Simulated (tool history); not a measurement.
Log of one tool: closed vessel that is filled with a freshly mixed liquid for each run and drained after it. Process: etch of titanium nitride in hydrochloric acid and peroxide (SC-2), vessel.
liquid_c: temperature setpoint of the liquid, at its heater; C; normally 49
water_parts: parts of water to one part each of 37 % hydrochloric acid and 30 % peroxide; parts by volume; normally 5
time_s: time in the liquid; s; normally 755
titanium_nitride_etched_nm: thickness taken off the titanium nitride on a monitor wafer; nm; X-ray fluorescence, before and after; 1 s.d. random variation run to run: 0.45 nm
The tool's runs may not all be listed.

| run | day | liquid_c | water_parts | time_s | read-back film thickness of the titanium nitride reference wafer, read on the same gauge (nm) | titanium_nitride_etched_nm |
|---|---|---|---|---|---|---|
| 1 | 0 | 49 | 4 | 755 | 120 | 52.23 |
| 2 | 1.433 | 49 | 4 | 755 | 119.97 | 52.79 |
| 3 | 4.283 | 57 | 6.5 | 755 | 119.98 | 61.73 |
| 4 | 6.208 | 57 | 6.5 | 755 | 120.02 | 62.77 |
| 5 | 8.479 | 49 | 5 | 1055 | 119.99 | 62.66 |
| 6 | 10.55 | 49 | 5 | 755 | 120.02 | 43.92 |
| 7 | 12.188 | 49 | 5 | 755 | 119.98 | 43.75 |
| 8 | 13.867 | 49 | 5 | 755 | 120.01 | 43.01 |
| 9 | 14.912 | 49 | 5 | 755 | 120.02 | 44.36 |
| 10 | 16.717 | 49 | 5 | 1095 | 120 | 62.28 |
|  | 17.675 | chemicals flow meter replaced |
| 11 | 18.808 | 49 | 5 | 1095 | 120 | 65.49 |
| 12 | 20.558 | 52 | 4 | 470 | 120.01 | 39.54 |
| 13 | 21.704 | 49 | 7 | 755 | 119.97 | 34.38 |
| 14 | 22.712 | 42.5 | 5 | 755 | 119.97 | 28.51 |
|  | 25.533 | new drum of peroxide connected |
| 15 | 30.171 | 57 | 6.5 | 755 | 120.02 | 63.81 |
| 16 | 32.546 | 56 | 5 | 515 | 120 | 49.38 |
| 17 | 34.779 | 49 | 5 | 755 | 120.01 | 44.61 |
|  | 35.212 | thermometer replaced |
|  | 36.8 | gauge calibrated |
| 18 | 36.892 | 49 | 6 | 755 | 120.02 | 39.43 |
| 19 | 40.371 | 57.5 | 6.5 | 975 | 119.99 | 80.43 |
| 20 | 41.946 | 49 | 5 | 755 | 119.97 | 43.85 |
| 21 | 43.583 | 49 | 7 | 1060 | 120.01 | 46.77 |
|  | 44.775 | chemicals flow meter replaced |
| 22 | 44.888 | 49 | 6.5 | 505 | 120.01 | 25.5 |
| 23 | 46.975 | 49 | 5 | 755 | 120 | 45.63 |
| 24 | 48.438 | 55 | 6.5 | 1080 | 119.98 | 78.95 |
| 25 | 56.712 | 54.5 | 4 | 440 | 120 | 43.8 |
| 26 | 58.229 | 49 | 7.5 | 755 | 119.98 | 33.26 |
| 27 | 59.25 | 54.5 | 5 | 640 | 119.99 | 55.28 |
| 28 | 60.8 | 49 | 5 | 755 | 120.02 | 44.76 |
| 29 | 62.392 | 49 | 5 | 755 | 120.02 | 44.47 |
| 30 | 65.029 | 49 | 5 | 485 | 120.01 | 28.27 |

Selected run-to-run steps in titanium_nitride_etched_nm, each split into two signed amounts: the part the tool would show with no hidden state at all (from settings, incoming material and random variation), and the remainder, which goes to the hidden state together with any gauge scatter not common to the measured and the hidden-state-free results:
Hidden conditions of the tool in this case: liquid colder than its thermometer reads (K); chemicals flow below the setpoint (%); peroxide weaker than its label (%); gauge reads high (%).
Run 14 -> 15: liquid_c 42.5 -> 57, water_parts 5 -> 6.5, new drum of peroxide connected. titanium_nitride_etched_nm +35.3 nm: hidden state -1.15, all else +36.45.
Run 18 -> 19: liquid_c 49 -> 57.5, water_parts 6 -> 6.5, time_s 755 -> 975. titanium_nitride_etched_nm +41 nm: hidden state -4.05, all else +45.05.
Run 19 -> 20: liquid_c 57.5 -> 49, water_parts 6.5 -> 5, time_s 975 -> 755. titanium_nitride_etched_nm -36.58 nm: hidden state +3.13, all else -39.71.
Run 21 -> 22: water_parts 7 -> 6.5, time_s 1060 -> 505, chemicals flow meter replaced. titanium_nitride_etched_nm -21.27 nm: hidden state +3.98, all else -25.25.

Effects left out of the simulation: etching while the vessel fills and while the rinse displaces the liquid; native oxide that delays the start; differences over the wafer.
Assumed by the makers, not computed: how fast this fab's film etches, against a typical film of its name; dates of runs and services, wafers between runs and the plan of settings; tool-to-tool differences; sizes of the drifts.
